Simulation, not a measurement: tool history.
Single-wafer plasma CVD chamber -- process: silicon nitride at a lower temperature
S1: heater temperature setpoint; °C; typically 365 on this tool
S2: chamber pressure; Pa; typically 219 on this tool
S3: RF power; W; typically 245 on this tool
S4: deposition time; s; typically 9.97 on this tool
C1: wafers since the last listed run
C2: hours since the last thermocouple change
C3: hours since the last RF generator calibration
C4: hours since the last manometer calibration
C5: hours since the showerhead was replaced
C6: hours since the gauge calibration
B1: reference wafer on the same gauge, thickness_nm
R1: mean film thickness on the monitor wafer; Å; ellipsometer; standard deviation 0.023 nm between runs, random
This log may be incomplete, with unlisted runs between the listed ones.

run	day	S1	S2	S3	S4	C1	C2	C3	C4	C5	C6	B1	R1
1	0.000	365	219	245	9.14	0	2749.3	1009.2	1673.2	3844.9	1711.6	11.096	93.15
# day 3.104: RF generator calibrated
2	4.100	365	219	245	9.14	2286	2847.7	23.9	1771.6	3943.3	1810.0	11.106	95.58
3	5.621	365	189	245	9.97	923	2884.2	60.4	1808.1	3979.8	1846.5	11.099	100.30
4	10.050	365	189	245	9.97	2689	2990.5	166.7	1914.4	4086.1	1952.8	11.099	99.74
5	19.200	365	189	245	9.97	5555	3210.1	386.3	2134.0	4305.7	2172.4	11.095	99.45
6	22.329	365	219	245	9.97	1899	3285.2	461.4	2209.1	4380.8	2247.5	11.099	102.91
# day 23.183: thermocouple changed; heater temperature recalibrated
7	24.000	365	219	245	9.97	812	19.6	501.5	2249.2	4420.9	2287.6	11.097	102.58
8	25.975	365	219	210	9.97	1199	67.0	548.9	2296.6	4468.3	2335.0	11.103	96.09
9	29.412	365	219	245	9.97	2087	149.5	631.4	2379.1	4550.8	2417.5	11.112	102.67
10	33.012	371	175	265	8.92	2185	235.9	717.8	2465.5	4637.2	2503.9	11.103	89.76
11	35.917	365	219	245	9.97	1763	305.6	787.5	2535.2	4706.9	2573.6	11.097	101.99
12	37.962	350	176	245	9.97	1242	354.7	836.6	2584.3	4756.0	2622.7	11.103	97.78
13	40.438	365	177	260	11.47	1502	414.1	896.0	2643.7	4815.4	2682.1	11.103	114.43
14	42.404	365	219	245	9.97	1194	461.3	943.2	2690.9	4862.6	2729.3	11.090	101.77
# day 45.121: capacitance manometer re-zeroed and calibrated
# day 46.312: RF generator calibrated
15	46.388	365	219	245	9.97	2013	556.9	1.8	30.4	4958.2	2824.9	11.106	103.31
16	49.762	365	219	245	9.97	2049	637.9	82.8	111.4	5039.2	2905.9	11.100	103.37
# day 50.125: gauge calibrated
17	51.429	365	219	245	9.97	1011	677.9	122.8	151.4	5079.2	31.3	11.106	103.59
# day 52.762: showerhead replaced
18	53.738	354	249	275	11.16	1199	733.3	178.2	206.8	23.4	86.7	11.094	126.58
19	57.262	372	219	245	9.97	2140	817.9	262.8	291.4	108.0	171.3	11.105	102.83

What does the tool deliver on the next run?
20	60.792	365	219	245	8.79	2142	902.6	347.5	376.1	192.7	256.0	?	?

{"run 20": {"B1": 11.102, "R1": 90.8}}
On a tool with no hidden condition, and with the same random variation, this run would have come out at R1 91.48 Å.
